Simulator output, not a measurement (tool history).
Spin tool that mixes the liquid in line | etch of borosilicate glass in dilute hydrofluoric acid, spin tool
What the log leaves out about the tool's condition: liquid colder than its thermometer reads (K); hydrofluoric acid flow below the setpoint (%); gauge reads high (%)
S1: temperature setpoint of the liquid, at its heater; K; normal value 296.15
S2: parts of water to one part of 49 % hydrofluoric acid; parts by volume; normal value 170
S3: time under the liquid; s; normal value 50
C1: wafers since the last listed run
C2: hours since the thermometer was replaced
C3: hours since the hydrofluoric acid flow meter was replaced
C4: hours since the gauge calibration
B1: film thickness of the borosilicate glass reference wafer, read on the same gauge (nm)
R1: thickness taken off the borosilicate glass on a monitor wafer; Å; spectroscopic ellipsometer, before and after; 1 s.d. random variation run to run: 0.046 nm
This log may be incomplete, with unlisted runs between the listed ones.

run	hour	S1	S2	S3	C1	C2	C3	C4	B1	R1
1	0	296.15	170	50	0	2154.6	456.7	525	50	101.9
2	17.3	296.15	170	50	159	2171.9	474	542.3	50	102.7
3	34	296.15	170	50	154	2188.6	490.7	559	49.99	102.1
4	50.3	296.15	170	50	150	2204.9	507	575.3	50.01	101.2
5	68.1	296.15	170	50	164	2222.7	524.8	593.1	50.02	102.2
# hour 82.2: gauge calibrated
6	85.8	296.15	170	50	163	2240.4	542.5	3.6	49.98	102.6
7	102.9	296.15	170	50	157	2257.5	559.6	20.7	49.99	102
8	119.3	296.15	170	50	151	2273.9	576	37.1	49.99	102.9
9	131.7	296.15	170	50	114	2286.3	588.4	49.5	49.98	101.8
10	146.2	296.15	170	50	133	2300.8	602.9	64	50	102.7
11	157.8	296.15	170	50	107	2312.4	614.5	75.6	49.99	101.8
12	170.9	296.15	195	50	120	2325.5	627.6	88.7	50.01	86.8
13	180.6	296.15	140	50	89	2335.2	637.3	98.4	50.01	128.6
14	191.2	297.65	210	50	97	2345.8	647.9	109	49.99	84.3
15	199.4	296.15	255	75	75	2354	656.1	117.2	50.03	93.6
16	209.2	297.65	210	50	90	2363.8	665.9	127	50	84
17	216.9	300.15	205	50	71	2371.5	673.6	134.7	50	94.5
18	229.8	296.15	90	30	119	2384.4	686.5	147.6	49.99	128
19	239.1	296.15	170	50	85	2393.7	695.8	156.9	49.98	102.2
20	248.4	296.15	90	30	85	2403	705.1	166.2	50	126.8
21	284.3	293.15	140	75	331	2438.9	741	202.1	50	169.6
# hour 324.1: thermometer replaced
22	330.8	296.15	170	50	419	6.7	787.5	248.6	49.98	101.9
# hour 333.2: hydrofluoric acid flow meter replaced
23	342.8	300.65	210	65	101	18.7	9.6	260.6	50.01	120.4
24	357.5	294.65	225	50	135	33.4	24.3	275.3	49.98	69.4
25	372.6	299.15	170	50	139	48.5	39.4	290.4	49.99	114.3
26	384.2	296.15	170	50	107	60.1	51	302	50	102.3
27	428.6	296.15	170	50	409	104.5	95.4	346.4	49.97	101.9
28	442.3	296.15	170	50	126	118.2	109.1	360.1	49.98	102.7
29	448.8	296.15	110	70	59	124.7	115.6	366.6	50.02	236.1
30	461.5	299.15	140	75	117	137.4	128.3	379.3	50.01	215.7
31	476	296.15	90	30	133	151.9	142.8	393.8	50	126.7
32	485.3	294.15	215	50	85	161.2	152.1	403.1	49.99	71.2

Take each entry between the runs: how does the hidden state at the last listed run before it differ from the hidden state at the first listed run after it?
Runs 5 to 6: gauge calibrated (hour 82.2)
  nothing in the hidden state changes from one run to the other
Runs 21 to 22: thermometer replaced (hour 324.1)
  nothing in the hidden state changes from one run to the other
Runs 22 to 23: hydrofluoric acid flow meter replaced (hour 333.2)
  nothing in the hidden state changes from one run to the other
